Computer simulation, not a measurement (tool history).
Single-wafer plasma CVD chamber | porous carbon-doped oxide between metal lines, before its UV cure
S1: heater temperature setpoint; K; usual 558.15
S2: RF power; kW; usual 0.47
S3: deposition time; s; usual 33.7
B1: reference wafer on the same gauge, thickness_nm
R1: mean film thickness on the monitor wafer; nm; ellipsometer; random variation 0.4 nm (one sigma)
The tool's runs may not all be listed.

Run 1, hour 0: usual settings but S3 37.3 s; B1 157.033. Result: R1 215.104 nm.
Run 2, hour 9.1: usual settings; B1 157.036. Result: R1 194.985 nm.
Run 3, hour 18.6: usual settings; B1 156.969. Result: R1 194.714 nm.
Run 4, hour 32.4: usual settings; B1 157.058. Result: R1 194.995 nm.
Run 5, hour 39.2: usual settings; B1 157.062. Result: R1 195.091 nm.
Run 6, hour 50.3: usual settings; B1 157.027. Result: R1 195.124 nm.
Run 7, hour 60.1: usual settings but S2 0.515 kW; B1 156.963. Result: R1 209.766 nm.
Run 8, hour 70.2: usual settings; B1 156.912. Result: R1 194.914 nm.
Run 9, hour 76.3: usual settings; B1 157.099. Result: R1 195.478 nm.
Run 10, hour 86.1: usual settings; B1 157.097. Result: R1 196.344 nm.
Run 11, hour 96.8: usual settings but S1 554.15 K; B1 157.036. Result: R1 201.018 nm.
At hour 108.9: thermocouple changed; heater temperature recalibrated.
Run 12, hour 111.6: usual settings but S3 27.2 s; B1 156.971. Result: R1 154.645 nm.
Run 13, hour 124.7: usual settings; B1 156.926. Result: R1 189.436 nm.
Run 14, hour 133: usual settings but S1 572.15 K, S2 0.545 kW, S3 28.1 s; B1 157.046. Result: R1 163.334 nm.
Run 15, hour 143.1: usual settings; B1 156.929. Result: R1 189.798 nm.
Run 16, hour 152.5: usual settings but S1 572.15 K, S3 28.8 s; B1 157.011. Result: R1 149.541 nm.
Run 17, hour 164: usual settings but S2 0.55 kW, S3 35.9 s; B1 157.056. Result: R1 227.363 nm.
Run 18, hour 172.1: usual settings but S3 39.1 s; B1 156.904. Result: R1 219.409 nm.
At hour 202.1: gauge calibrated.
At hour 211.9: showerhead replaced.
Run 19, hour 216.9: usual settings; B1 156.99. Result: R1 190.21 nm.
Run 20, hour 224.7: usual settings but S1 548.15 K, S2 0.375 kW, S3 30.6 s; B1 157.006. Result: R1 149.412 nm.
At hour 238.8: RF generator calibrated.
Run 21, hour 239.3: usual settings; B1 156.973. Result: R1 195.102 nm.
Run 22, hour 246.8: usual settings but S1 553.15 K, S2 0.43 kW, S3 27 s; B1 157.06. Result: R1 150.173 nm.
Run 23, hour 263.8: usual settings; B1 156.992. Result: R1 194.654 nm.
Run 24, hour 276.1: usual settings but S1 547.15 K, S2 0.56 kW, S3 28.8 s; B1 157.009. Result: R1 204.807 nm.
Run 25, hour 291.7: usual settings; B1 157.075. Result: R1 194.323 nm.
Run 26, hour 302.5: usual settings but S3 29.3 s; B1 156.954. Result: R1 169.323 nm.
Run 27, hour 308.7: usual settings but S1 570.15 K; B1 157.012. Result: R1 180.987 nm.
Run 28, hour 325.8: usual settings but S1 549.15 K, S2 0.56 kW, S3 31 s; B1 156.906. Result: R1 216.996 nm.
Run 29, hour 341.6: usual settings but S1 568.15 K, S2 0.395 kW, S3 29.4 s; B1 156.953. Result: R1 136.589 nm.
Run 30, hour 352.4: usual settings; B1 156.957. Result: R1 193.938 nm.
Run 31, hour 370.2: usual settings but S1 548.15 K, S3 31.7 s; B1 156.971. Result: R1 194.061 nm.
Run 32, hour 376.3: usual settings but S3 40.1 s; B1 156.979. Result: R1 228.87 nm.
Run 33, hour 393: usual settings but S1 554.15 K, S2 0.38 kW, S3 27.4 s; B1 156.958. Result: R1 133.823 nm.
Run 34, hour 408.1: usual settings; B1 156.847. Result: R1 192.904 nm.
Run 35, hour 417.6: usual settings but S2 0.555 kW, S3 31.6 s; B1 156.965. Result: R1 205.465 nm.

Hidden state or all else? Some run-to-run changes of R1, split into what the settings, what came in and random variation would give without the hidden state, and what is left for the hidden state (with any gauge scatter that isn't in both results):
The hidden state here: wafer temperature above the value expected at the setpoint (K); delivered RF power above the setpoint (%); gauge reads high (%).
Run 11 -> 12: S1 554.15 -> 558.15, S3 33.7 -> 27.2, thermocouple changed; heater temperature recalibrated. R1 -46.373 nm: hidden state -4.761, all else -41.612.
Run 16 -> 17: S1 572.15 -> 558.15, S2 0.47 -> 0.55, S3 28.8 -> 35.9. R1 +77.822 nm: hidden state -1.515, all else +79.337.
Run 20 -> 21: S1 548.15 -> 558.15, S2 0.375 -> 0.47, S3 30.6 -> 33.7, RF generator calibrated. R1 +45.69 nm: hidden state +4.922, all else +40.768.
Run 28 -> 29: S1 549.15 -> 568.15, S2 0.56 -> 0.395, S3 31 -> 29.4. R1 -80.407 nm: hidden state -0.253, all else -80.154.
Run 32 -> 33: S1 558.15 -> 554.15, S2 0.47 -> 0.38, S3 40.1 -> 27.4. R1 -95.047 nm: hidden state +0.245, all else -95.292.

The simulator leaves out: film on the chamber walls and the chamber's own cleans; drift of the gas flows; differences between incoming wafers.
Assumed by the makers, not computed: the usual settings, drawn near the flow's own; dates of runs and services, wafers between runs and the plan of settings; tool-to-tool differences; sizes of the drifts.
